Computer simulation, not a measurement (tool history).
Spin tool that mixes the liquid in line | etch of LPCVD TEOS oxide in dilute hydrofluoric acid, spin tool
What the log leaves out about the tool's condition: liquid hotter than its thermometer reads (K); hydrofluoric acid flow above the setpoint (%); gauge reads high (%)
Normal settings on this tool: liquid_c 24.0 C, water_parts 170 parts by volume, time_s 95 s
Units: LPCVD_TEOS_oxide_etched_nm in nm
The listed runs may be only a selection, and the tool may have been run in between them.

run,hour,liquid_c,water_parts,time_s,wafers since the last listed run,hours since the thermometer was replaced,hours since the hydrofluoric acid flow meter was replaced,hours since the gauge calibration,"read-back film thickness of the LPCVD TEOS oxide reference wafer, read on the same gauge (nm)",LPCVD_TEOS_oxide_etched_nm
1,0.0,24.0,170,95,0,1931.5,1602.1,563.5,69.99,17.92
2,18.7,24.0,170,95,170,1950.2,1620.8,582.2,70.00,17.95
3,43.6,24.0,170,95,226,1975.1,1645.7,607.1,70.02,17.91
4,66.6,24.0,170,95,209,1998.1,1668.7,630.1,70.00,17.65
5,78.9,24.0,220,95,111,2010.4,1681.0,642.4,69.98,13.14
6,101.3,24.0,220,95,203,2032.8,1703.4,664.8,70.01,13.11
7,116.4,24.0,170,95,137,2047.9,1718.5,679.9,69.99,18.06
8,138.6,27.0,235,95,201,2070.1,1740.7,702.1,70.02,13.40
9,223.0,24.0,170,95,767,2154.5,1825.1,786.5,70.00,18.12
# hour 237.0: hydrofluoric acid flow meter replaced
10,238.9,24.0,170,95,135,2170.4,1.9,802.4,69.98,16.70
11,270.7,21.5,100,150,289,2202.2,33.7,834.2,69.98,45.40
12,293.6,19.5,125,130,208,2225.1,56.6,857.1,70.00,27.80
13,308.2,20.0,170,95,132,2239.7,71.2,871.7,69.99,14.58
14,324.7,24.0,170,95,150,2256.2,87.7,888.2,70.02,17.06
15,351.5,27.5,170,40,243,2283.0,114.5,915.0,70.00,8.19
16,383.0,24.0,170,80,286,2314.5,146.0,946.5,69.97,14.20
17,408.6,25.5,220,135,232,2340.1,171.6,972.1,69.99,18.57
# hour 412.0: gauge calibrated
18,432.8,24.0,170,150,220,2364.3,195.8,20.8,69.99,27.05
19,452.1,24.0,245,140,175,2383.6,215.1,40.1,70.00,16.10
20,479.3,24.0,90,95,247,2410.8,242.3,67.3,70.00,35.98
21,509.9,26.0,170,120,278,2441.4,272.9,97.9,70.00,23.44
# hour 528.8: thermometer replaced
22,538.8,24.0,195,55,253,10.0,301.8,126.8,70.03,7.62
23,555.7,24.0,170,95,153,26.9,318.7,143.7,70.00,15.63
24,586.5,24.0,220,95,280,57.7,349.5,174.5,69.98,11.44
25,676.0,24.0,90,70,813,147.2,439.0,264.0,70.00,24.17
26,702.8,24.0,240,145,243,174.0,465.8,290.8,70.00,15.91
27,718.8,26.5,235,130,145,190.0,481.8,306.8,70.01,16.14
28,752.3,24.0,225,75,304,223.5,515.3,340.3,70.00,8.97
29,784.8,24.0,215,95,295,256.0,547.8,372.8,70.00,12.09
30,817.9,24.0,115,95,301,289.1,580.9,405.9,70.00,25.12
31,833.0,24.0,105,95,137,304.2,596.0,421.0,70.01,27.97
32,865.7,27.0,125,145,297,336.9,628.7,453.7,69.99,39.46

The tool's hidden state at each run:
gauge reads high (%): 0 across all the runs
H1: liquid hotter than its thermometer reads (K)
H2: hydrofluoric acid flow above the setpoint (%)
run,H1,H2
1,2.43,7.02
2,2.45,7.09
3,2.48,7.2
4,2.5,7.29
5,2.52,7.34
6,2.55,7.44
7,2.56,7.5
8,2.59,7.59
9,2.69,7.94
10,2.71,1.32
11,2.74,1.45
12,2.77,1.54
13,2.79,1.61
14,2.81,1.67
15,2.84,1.78
16,2.87,1.92
17,2.9,2.02
18,2.93,2.12
19,2.95,2.2
20,2.99,2.32
21,3.02,2.44
22,0.336,2.56
23,0.356,2.63
24,0.392,2.76
25,0.496,3.13
26,0.528,3.24
27,0.546,3.31
28,0.585,3.45
29,0.623,3.58
30,0.662,3.72
31,0.68,3.78
32,0.718,3.92
